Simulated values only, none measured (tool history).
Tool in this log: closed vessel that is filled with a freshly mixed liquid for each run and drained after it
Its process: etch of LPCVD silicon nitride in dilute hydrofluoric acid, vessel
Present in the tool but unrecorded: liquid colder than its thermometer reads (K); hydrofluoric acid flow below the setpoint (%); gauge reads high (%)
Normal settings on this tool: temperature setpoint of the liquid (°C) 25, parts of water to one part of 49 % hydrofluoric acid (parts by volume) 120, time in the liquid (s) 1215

| run | hour | temperature setpoint of the liquid (°C) | parts of water to one part of 49 % hydrofluoric acid (parts by volume) | time in the liquid (s) | wafers since the last listed run | hours since the thermometer was replaced | hours since the hydrofluoric acid flow meter was replaced | hours since the gauge calibration | read-back film thickness of the LPCVD silicon nitride reference wafer, read on the same gauge (nm) | thickness taken off the LPCVD silicon nitride on a monitor wafer (nm) |
|---|---|---|---|---|---|---|---|---|---|---|
| 1 | 0 | 23 | 120 | 1215 | 0 | 1429.1 | 666 | 387.6 | 130.03 | 4.85 |
| 2 | 55 | 23 | 120 | 1215 | 2137 | 1484.1 | 721 | 442.6 | 130 | 4.85 |
| 3 | 101.4 | 25 | 120 | 1215 | 1803 | 1530.5 | 767.4 | 489 | 130.02 | 5.52 |
| 4 | 143.7 | 25 | 120 | 1215 | 1643 | 1572.8 | 809.7 | 531.3 | 129.98 | 5.48 |
| 5 | 181.4 | 25 | 120 | 1215 | 1465 | 1610.5 | 847.4 | 569 | 130 | 5.41 |
| 6 | 247.2 | 27 | 120 | 985 | 2557 | 1676.3 | 913.2 | 634.8 | 130 | 5.03 |
| 7 | 279.6 | 27 | 120 | 985 | 1259 | 1708.7 | 945.6 | 667.2 | 130 | 5.01 |
|  | 317.1 | thermometer replaced |
| 8 | 331.6 | 27 | 120 | 985 | 1981 | 14.5 | 997.6 | 719.2 | 130.04 | 5.02 |
| 9 | 396.2 | 26 | 120 | 1215 | 2510 | 79.1 | 1062.2 | 783.8 | 130 | 5.82 |
| 10 | 442.6 | 26 | 120 | 1215 | 1803 | 125.5 | 1108.6 | 830.2 | 130 | 5.84 |
| 11 | 486.8 | 25 | 95 | 610 | 1717 | 169.7 | 1152.8 | 874.4 | 130.02 | 3.39 |
|  | 496.3 | gauge calibrated |
|  | 510.4 | hydrofluoric acid flow meter replaced |
| 12 | 542.5 | 25 | 140 | 1630 | 2125 | 225.4 | 32.1 | 46.2 | 130.01 | 5.79 |
| 13 | 570.3 | 23.5 | 120 | 1405 | 1080 | 253.2 | 59.9 | 74 | 130.03 | 5.26 |
| 14 | 640.6 | 29 | 145 | 485 | 2731 | 323.5 | 130.2 | 144.3 | 129.98 | 2.14 |
| 15 | 691.6 | 29 | 85 | 1475 | 1981 | 374.5 | 181.2 | 195.3 | 130.01 | 11.06 |
|  | 705.4 | hydrofluoric acid flow meter replaced, repeated, since the last time left the tool worse |
| 16 | 748.4 | 22.5 | 160 | 1690 | 2168 | 431.3 | 43 | 252.1 | 130.01 | 5.09 |
| 17 | 782.5 | 25 | 145 | 1215 | 1325 | 465.4 | 77.1 | 286.2 | 130.01 | 4.66 |
| 18 | 863.2 | 27 | 120 | 985 | 3136 | 546.1 | 157.8 | 366.9 | 129.98 | 5.23 |
| 19 | 1012.1 | 25 | 150 | 1215 | 5786 | 695 | 306.7 | 515.8 | 130 | 4.44 |
| 20 | 1053.4 | 25 | 120 | 1215 | 1604 | 736.3 | 348 | 557.1 | 130.02 | 5.56 |

What if the next run were any one of these 3? Each begins from the tool's condition after run 20:
| A | 1054.4 | 25 | 120 | 1215 | 38 | 737.3 | 349 | 558.1 | ? | ? |
| B | 1054.4 | 28 | 140 | 860 | 38 | 737.3 | 349 | 558.1 | ? | ? |
| C | 1054.4 | 25 | 95 | 1675 | 38 | 737.3 | 349 | 558.1 | ? | ? |

| run | read-back film thickness of the LPCVD silicon nitride reference wafer, read on the same gauge (nm) | thickness taken off the LPCVD silicon nitride on a monitor wafer (nm) |
|---|---|---|
| A | 129.96 | 5.55 |
| B | 129.96 | 4.08 |
| C | 129.96 | 9.65 |
The same runs, with their run-to-run variation unchanged, on a tool lacking any hidden condition would have given:
| run | thickness taken off the LPCVD silicon nitride on a monitor wafer (nm) |
|---|---|
| A | 5.73 |
| B | 4.21 |
| C | 9.95 |
